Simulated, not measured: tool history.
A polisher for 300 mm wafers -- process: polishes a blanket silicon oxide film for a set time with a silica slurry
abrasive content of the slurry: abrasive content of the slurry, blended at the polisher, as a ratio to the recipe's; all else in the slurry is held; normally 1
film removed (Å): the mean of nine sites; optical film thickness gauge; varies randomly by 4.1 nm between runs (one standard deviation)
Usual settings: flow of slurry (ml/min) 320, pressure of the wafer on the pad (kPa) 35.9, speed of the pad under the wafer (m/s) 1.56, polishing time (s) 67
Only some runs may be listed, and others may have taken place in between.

| run | hour | flow of slurry (ml/min) | pressure of the wafer on the pad (kPa) | speed of the pad under the wafer (m/s) | abrasive content of the slurry | polishing time (s) | wafers since the last listed run | wafers polished on this pad | hours since the slurry nozzle was cleaned | hours since the head pressure was calibrated | hours since the slurry blender was calibrated | hours since the conditioning disc was replaced | incoming thickness of the incoming film, nm | film removed (Å) |
|---|---|---|---|---|---|---|---|---|---|---|---|---|---|---|
| 1 | 0 | 320 | 35.9 | 1.56 | 1 | 67 | 0 | 8180 | 672.9 | 1017.3 | 358.9 | 168.8 | 1451.4 | 3512 |
| 2 | 51.3 | 320 | 35.9 | 1.56 | 1 | 67 | 739 | 8919 | 724.2 | 1068.6 | 410.2 | 220.1 | 1459.4 | 3476 |
|  | 90.8 | worn pad replaced by a new one |
| 3 | 96.2 | 320 | 35.9 | 1.56 | 1 | 67 | 589 | 77 | 769.1 | 1113.5 | 455.1 | 265 | 1420.7 | 3490 |
|  | 108.7 | slurry nozzle cleaned |
| 4 | 138 | 320 | 35.9 | 1.56 | 1 | 67 | 587 | 665 | 29.3 | 1155.3 | 496.9 | 306.8 | 1451 | 3472 |
|  | 165.5 | head pressure recalibrated |
| 5 | 182.8 | 320 | 35.9 | 1.56 | 1 | 67 | 616 | 1281 | 74.1 | 17.3 | 541.7 | 351.6 | 1418.9 | 3414 |
| 6 | 278.2 | 365 | 26.9 | 1.56 | 1 | 67 | 1374 | 2656 | 169.5 | 112.7 | 637.1 | 447 | 1441.4 | 2577 |
|  | 306.1 | slurry blender recalibrated |
| 7 | 338.8 | 320 | 30.3 | 1.56 | 1 | 87 | 844 | 3501 | 230.1 | 173.3 | 32.7 | 507.6 | 1410.1 | 3819 |
| 8 | 446.1 | 320 | 35.9 | 1.56 | 1 | 67 | 1546 | 5047 | 337.4 | 280.6 | 140 | 614.9 | 1434.3 | 3239 |
| 9 | 501.8 | 320 | 35.9 | 1.56 | 1 | 67 | 802 | 5850 | 393.1 | 336.3 | 195.7 | 670.6 | 1450.3 | 3257 |
|  | 504.4 | conditioning disc replaced and pad reconditioned |
| 10 | 548 | 320 | 29.6 | 1.56 | 1 | 67 | 636 | 6486 | 439.3 | 382.5 | 241.9 | 43.6 | 1430.3 | 2968 |
| 11 | 607.5 | 320 | 35.9 | 1.86 | 0.8 | 75 | 857 | 7344 | 498.8 | 442 | 301.4 | 103.1 | 1438.7 | 3829 |
|  | 672.4 | worn pad replaced by a new one |
| 12 | 689.8 | 320 | 35.9 | 1.96 | 1 | 67 | 1128 | 250 | 581.1 | 524.3 | 383.7 | 185.4 | 1439.3 | 4160 |
| 13 | 784.7 | 430 | 39.3 | 1.56 | 1 | 53 | 1367 | 1617 | 676 | 619.2 | 478.6 | 280.3 | 1444.5 | 3044 |
|  | 828.4 | slurry nozzle cleaned |
| 14 | 888.2 | 265 | 40 | 1.56 | 1 | 49 | 1477 | 3094 | 59.8 | 722.7 | 582.1 | 383.8 | 1446.9 | 2677 |
| 15 | 992.4 | 320 | 40 | 1.56 | 1 | 67 | 1501 | 4596 | 164 | 826.9 | 686.3 | 488 | 1435.3 | 3608 |
|  | 1002.7 | slurry blender recalibrated |
| 16 | 1032 | 375 | 35.9 | 1.14 | 1 | 67 | 541 | 5138 | 203.6 | 866.5 | 29.3 | 527.6 | 1442 | 2747 |
|  | 1066.9 | conditioning disc replaced and pad reconditioned |
|  | 1296.7 | head pressure recalibrated |
| 17 | 1312.6 | 390 | 32.4 | 1.56 | 1 | 81 | 3985 | 9124 | 484.2 | 15.9 | 309.9 | 245.7 | 1464.3 | 3907 |
|  | 1377.9 | worn pad replaced by a new one |
| 18 | 1417.9 | 320 | 26.2 | 1.56 | 1 | 55 | 1459 | 575 | 589.5 | 121.2 | 415.2 | 351 | 1438.9 | 2091 |
| 19 | 1479.7 | 320 | 35.9 | 1.56 | 1.2 | 67 | 890 | 1466 | 651.3 | 183 | 477 | 412.8 | 1434.6 | 3700 |
|  | 1512.5 | slurry nozzle cleaned |
| 20 | 1556.6 | 320 | 35.9 | 1.02 | 1 | 67 | 1093 | 2560 | 44.1 | 259.9 | 553.9 | 489.7 | 1450.6 | 2414 |

Run 21 comes next. What will it give?
| 21 | 1615.3 | 320 | 35.9 | 1.4 | 0.7 | 89 | 845 | 3406 | 102.8 | 318.6 | 612.6 | 548.4 | 1437.4 | ? |

film removed (Å): 3182
The same run, on a tool lacking any hidden state, would have yielded film removed (Å) 3681.
